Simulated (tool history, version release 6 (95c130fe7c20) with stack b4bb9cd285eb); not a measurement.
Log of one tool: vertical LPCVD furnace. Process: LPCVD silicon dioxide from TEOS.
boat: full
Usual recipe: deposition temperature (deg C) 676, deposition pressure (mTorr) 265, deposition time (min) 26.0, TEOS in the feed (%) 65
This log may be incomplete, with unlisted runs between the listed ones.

run,day,deposition temperature (deg C),deposition pressure (mTorr),deposition time (min),TEOS in the feed (%),"read-back reference wafer on the same gauge, thickness",film thickness on the monitor wafer in the middle of the boat (Å)
1,0.000,676,265,26.0,65,111.37,929.0
2,2.667,676,265,26.0,65,111.53,925.4
3,5.504,676,265,26.0,65,111.37,925.3
4,6.617,676,265,26.0,74,111.38,987.1
5,9.050,676,265,26.0,65,111.33,919.3
6,10.446,676,265,26.0,65,111.26,923.4
7,11.517,676,265,26.0,65,111.51,917.8
8,13.912,676,265,26.0,65,111.34,923.5
9,15.804,676,265,26.0,65,111.51,922.9
10,17.033,676,265,26.0,65,111.31,920.0
11,19.700,670,265,19.5,65,111.52,593.6
12,21.904,676,265,26.0,65,111.23,915.2
# day 24.658: pressure gauge zeroed
# day 24.733: gauge calibrated
# day 26.504: TEOS flow controller replaced
13,26.700,676,265,32.0,58,111.35,1086.6
# day 28.892: thermocouples replaced and temperature profile calibrated
14,28.988,676,265,17.5,65,111.40,627.8
15,31.421,676,290,29.5,70,111.44,1141.8
16,34.104,676,265,26.0,65,111.35,933.2
17,36.917,668,205,16.0,57,111.35,384.8
18,39.858,666,265,26.0,65,111.30,725.7
19,42.638,676,265,26.0,65,111.33,930.3
20,43.804,676,250,26.0,65,111.22,898.3
21,46.133,676,265,19.5,65,111.32,692.8

Some steps in film thickness on the monitor wafer in the middle of the boat (Å) between neighbouring runs. How much of each would the tool show without its hidden state too (settings, what came in, random variation), and how much is left for the hidden state, with any gauge scatter that isn't in both results?
Hidden conditions of the tool in this case: true tube temperature minus thermocouple reading, K; true pressure minus gauge reading, mTorr; deviation of the TEOS flow from its setpoint, %; gauge reads high (%).
Run 11 -> 12: deposition temperature (deg C) 670 -> 676, deposition time (min) 19.5 -> 26.0. film thickness on the monitor wafer in the middle of the boat (Å) +321.6: hidden state -7.4, all else +329.0.
Run 12 -> 13: deposition time (min) 26.0 -> 32.0, TEOS in the feed (%) 65 -> 58, pressure gauge zeroed, gauge calibrated, TEOS flow controller replaced. film thickness on the monitor wafer in the middle of the boat (Å) +171.4: hidden state +14.3, all else +157.1.
Run 14 -> 15: deposition pressure (mTorr) 265 -> 290, deposition time (min) 17.5 -> 29.5, TEOS in the feed (%) 65 -> 70. film thickness on the monitor wafer in the middle of the boat (Å) +514.0: hidden state -1.9, all else +515.9.
Run 16 -> 17: deposition temperature (deg C) 676 -> 668, deposition pressure (mTorr) 265 -> 205, deposition time (min) 26.0 -> 16.0, TEOS in the feed (%) 65 -> 57. film thickness on the monitor wafer in the middle of the boat (Å) -548.4: hidden state +1.8, all else -550.2.
